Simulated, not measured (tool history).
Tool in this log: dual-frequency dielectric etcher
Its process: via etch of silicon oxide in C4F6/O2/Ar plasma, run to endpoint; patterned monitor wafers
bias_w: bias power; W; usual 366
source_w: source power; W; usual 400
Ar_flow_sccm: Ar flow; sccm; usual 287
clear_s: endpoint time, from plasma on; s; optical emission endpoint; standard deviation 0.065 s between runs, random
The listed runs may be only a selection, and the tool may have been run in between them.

run   hour  bias_w  source_w  Ar_flow_sccm  incoming incoming film thickness, nm  clear_s
  1    0.0     338       350           287                                  62.0     15.2
  2    6.3     338       350           287                                  61.5     15.0
  3   16.5     366       400           287                                  61.7     13.9
  4   33.8     366       450           251                                  61.9     13.1
  5   49.2     366       450           251                                  62.9     13.3
  6   58.1     366       450           251                                  61.8     13.0
  7   65.7     366       400           287                                  60.9     13.7
  8   79.6     366       400           287                                  61.3     13.7
  9   89.9     366       400           287                                  62.1     13.9
     104.3  -- Ar flow controller replaced
     117.6  -- upper electrode replaced
     140.7  -- wet clean of the chamber
 10  141.2     366       340           287                                  61.7     15.4
 11  141.5     366       340           287                                  61.9     15.4
 12  141.9     332       400           287                                  61.5     15.2
 13  147.7     313       400           326                                  61.3     16.1
     161.2  -- bias power generator calibrated
 14  165.4     366       400           287                                  61.4     14.4
     172.3  -- source power generator calibrated
 15  181.0     366       400           238                                  61.1     13.9
 16  189.2     337       490           357                                  61.6     14.7
 17  203.8     366       400           287                                  61.5     14.6
 18  218.0     366       400           287                                  61.1     14.3
 19  227.9     424       400           310                                  62.0     13.6

What does the tool deliver on the next run?
 20  236.2     366       400           320                                  61.0        ?

clear_s: 14.6 s
With no hidden state in the tool, this same run would have given clear_s 14.7 s.
